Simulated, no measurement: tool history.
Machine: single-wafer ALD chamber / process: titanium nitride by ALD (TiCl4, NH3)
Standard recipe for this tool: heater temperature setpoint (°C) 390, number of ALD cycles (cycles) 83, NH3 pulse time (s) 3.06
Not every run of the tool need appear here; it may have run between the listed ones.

run    hour  heater temperature setpoint (°C)  number of ALD cycles (cycles)  NH3 pulse time (s)  read-back reference wafer on the same gauge, thickness_nm  mean film thickness on the monitor wafer (Å)
  1       0                               390                             87                2.15                                                      1.802                                          17.5
  2    92.4                               390                             87                2.15                                                      1.805                                         17.56
  3     129                               390                             83                3.06                                                      1.807                                         17.06
  4   178.7                               390                             83                3.06                                                      1.808                                         17.09
  5   261.9                               390                             83                3.06                                                      1.813                                         17.09
  6   305.2                               390                             83                3.06                                                      1.815                                         17.16
  7   360.3                               390                             83                3.06                                                      1.817                                         17.17
  8   441.7                               390                             83                3.06                                                      1.822                                         17.16
  9   532.9                               390                             83                3.06                                                      1.829                                         17.32
      607.4  -- thermocouple changed; heater temperature recalibrated
 10   616.8                               390                             83                3.06                                                      1.834                                         17.31
 11   655.8                               390                             83                3.06                                                      1.836                                         17.32
      673.7  -- gauge calibrated
 12   699.9                               400                             83                3.72                                                      1.791                                         17.08
 13   766.7                               404                             83                3.06                                                      1.791                                         17.06
      804.9  -- showerhead replaced
 14   833.5                               404                             83                3.96                                                      1.791                                         17.15
 15     909                               399                             83                1.99                                                      1.792                                         16.69
 16   965.6                               398                             92                3.06                                                      1.795                                          18.9
 17  1038.3                               390                             83                3.06                                                      1.796                                         16.92
 18    1134                               390                             83                3.06                                                      1.797                                         16.99
 19    1236                               384                             97                3.88                                                      1.801                                         20.08
 20  1283.5                               390                             83                3.06                                                      1.802                                         17.08
 21  1337.8                               380                             92                3.06                                                      1.805                                         18.81
 22  1423.4                               390                             83                3.06                                                       1.81                                         17.05

What the log doesn't show, run by run:
wafer temperature above the value expected at the setpoint (K): 0 across all the runs
H1: gauge reads high (%)
run      H1
  1   0.652
  2   0.833
  3   0.914
  4    1.03
  5    1.25
  6    1.37
  7    1.54
  8     1.8
  9    2.13
 10    2.46
 11    2.62
 12  0.0369
 13  0.0515
 14  0.0824
 15   0.137
 16   0.192
 17   0.279
 18   0.424
 19   0.614
 20   0.716
 21   0.843
 22    1.06
